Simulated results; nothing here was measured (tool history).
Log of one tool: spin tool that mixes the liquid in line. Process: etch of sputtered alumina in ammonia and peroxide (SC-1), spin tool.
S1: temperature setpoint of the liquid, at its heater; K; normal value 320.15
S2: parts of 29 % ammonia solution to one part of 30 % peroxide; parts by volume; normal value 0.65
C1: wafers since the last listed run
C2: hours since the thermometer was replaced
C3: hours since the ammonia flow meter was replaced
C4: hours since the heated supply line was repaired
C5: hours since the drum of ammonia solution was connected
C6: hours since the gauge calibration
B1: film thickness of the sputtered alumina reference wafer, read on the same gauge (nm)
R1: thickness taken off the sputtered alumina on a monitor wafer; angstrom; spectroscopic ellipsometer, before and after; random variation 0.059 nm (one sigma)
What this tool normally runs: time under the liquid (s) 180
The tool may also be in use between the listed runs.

run 1 hour=0.0 | S1=320.15 S2=0.65 time_under_the_liquid_(s)=180 | C1=0 C2=606.3 C3=1052.1 C4=2134.7 C5=817.9 C6=200.8 | B1=119.98 | R1=72.3
run 2 hour=7.1 | S1=320.15 S2=0.65 time_under_the_liquid_(s)=180 | C1=45 C2=613.4 C3=1059.2 C4=2141.8 C5=825.0 C6=207.9 | B1=119.97 | R1=73.2
run 3 hour=20.7 | S1=320.15 S2=0.65 time_under_the_liquid_(s)=180 | C1=87 C2=627.0 C3=1072.8 C4=2155.4 C5=838.6 C6=221.5 | B1=119.98 | R1=72.6
run 4 hour=38.0 | S1=320.15 S2=0.65 time_under_the_liquid_(s)=180 | C1=111 C2=644.3 C3=1090.1 C4=2172.7 C5=855.9 C6=238.8 | B1=120.00 | R1=73.1
run 5 hour=49.6 | S1=320.15 S2=0.65 time_under_the_liquid_(s)=180 | C1=74 C2=655.9 C3=1101.7 C4=2184.3 C5=867.5 C6=250.4 | B1=120.00 | R1=71.6
run 6 hour=57.4 | S1=320.15 S2=0.65 time_under_the_liquid_(s)=180 | C1=50 C2=663.7 C3=1109.5 C4=2192.1 C5=875.3 C6=258.2 | B1=119.99 | R1=72.8
run 7 hour=69.5 | S1=320.15 S2=0.65 time_under_the_liquid_(s)=180 | C1=78 C2=675.8 C3=1121.6 C4=2204.2 C5=887.4 C6=270.3 | B1=119.99 | R1=73.1
run 8 hour=77.0 | S1=320.15 S2=0.45 time_under_the_liquid_(s)=180 | C1=48 C2=683.3 C3=1129.1 C4=2211.7 C5=894.9 C6=277.8 | B1=119.98 | R1=69.6
run 9 hour=94.9 | S1=320.15 S2=0.65 time_under_the_liquid_(s)=180 | C1=115 C2=701.2 C3=1147.0 C4=2229.6 C5=912.8 C6=295.7 | B1=120.01 | R1=72.6
-- hour=100.0 ammonia flow meter replaced
run 10 hour=101.6 | S1=317.65 S2=0.65 time_under_the_liquid_(s)=180 | C1=36 C2=707.9 C3=1.6 C4=2236.3 C5=919.5 C6=302.4 | B1=120.01 | R1=63.5
-- hour=109.0 new drum of ammonia solution connected
run 11 hour=111.2 | S1=320.15 S2=0.65 time_under_the_liquid_(s)=180 | C1=55 C2=717.5 C3=11.2 C4=2245.9 C5=2.2 C6=312.0 | B1=120.01 | R1=72.5
run 12 hour=128.2 | S1=327.15 S2=0.65 time_under_the_liquid_(s)=180 | C1=109 C2=734.5 C3=28.2 C4=2262.9 C5=19.2 C6=329.0 | B1=120.00 | R1=106.8
run 13 hour=136.0 | S1=320.15 S2=0.85 time_under_the_liquid_(s)=260 | C1=50 C2=742.3 C3=36.0 C4=2270.7 C5=27.0 C6=336.8 | B1=120.01 | R1=107.2
-- hour=142.3 gauge calibrated
run 14 hour=148.4 | S1=326.65 S2=0.50 time_under_the_liquid_(s)=280 | C1=80 C2=754.7 C3=48.4 C4=2283.1 C5=39.4 C6=6.1 | B1=120.00 | R1=157.2
run 15 hour=154.6 | S1=314.15 S2=0.50 time_under_the_liquid_(s)=265 | C1=40 C2=760.9 C3=54.6 C4=2289.3 C5=45.6 C6=12.3 | B1=119.99 | R1=73.1
-- hour=156.8 thermometer replaced
run 16 hour=164.8 | S1=312.15 S2=0.85 time_under_the_liquid_(s)=250 | C1=59 C2=8.0 C3=64.8 C4=2299.5 C5=55.8 C6=22.5 | B1=120.01 | R1=56.4
-- hour=166.0 heated supply line repaired
run 17 hour=181.5 | S1=320.15 S2=0.65 time_under_the_liquid_(s)=180 | C1=101 C2=24.7 C3=81.5 C4=15.5 C5=72.5 C6=39.2 | B1=119.98 | R1=83.0
run 18 hour=191.7 | S1=320.15 S2=0.80 time_under_the_liquid_(s)=180 | C1=65 C2=34.9 C3=91.7 C4=25.7 C5=82.7 C6=49.4 | B1=119.99 | R1=83.0

What will run 19 give?
run 19 hour=208.7 | S1=320.15 S2=0.65 time_under_the_liquid_(s)=180 | C1=109 C2=51.9 C3=108.7 C4=42.7 C5=99.7 C6=66.4 | B1=? | R1=?

B1: 120.00
R1: 81.6 angstrom
Were there no unlogged condition in the tool, this run, its random variation unchanged, would have produced R1 82.6 angstrom.

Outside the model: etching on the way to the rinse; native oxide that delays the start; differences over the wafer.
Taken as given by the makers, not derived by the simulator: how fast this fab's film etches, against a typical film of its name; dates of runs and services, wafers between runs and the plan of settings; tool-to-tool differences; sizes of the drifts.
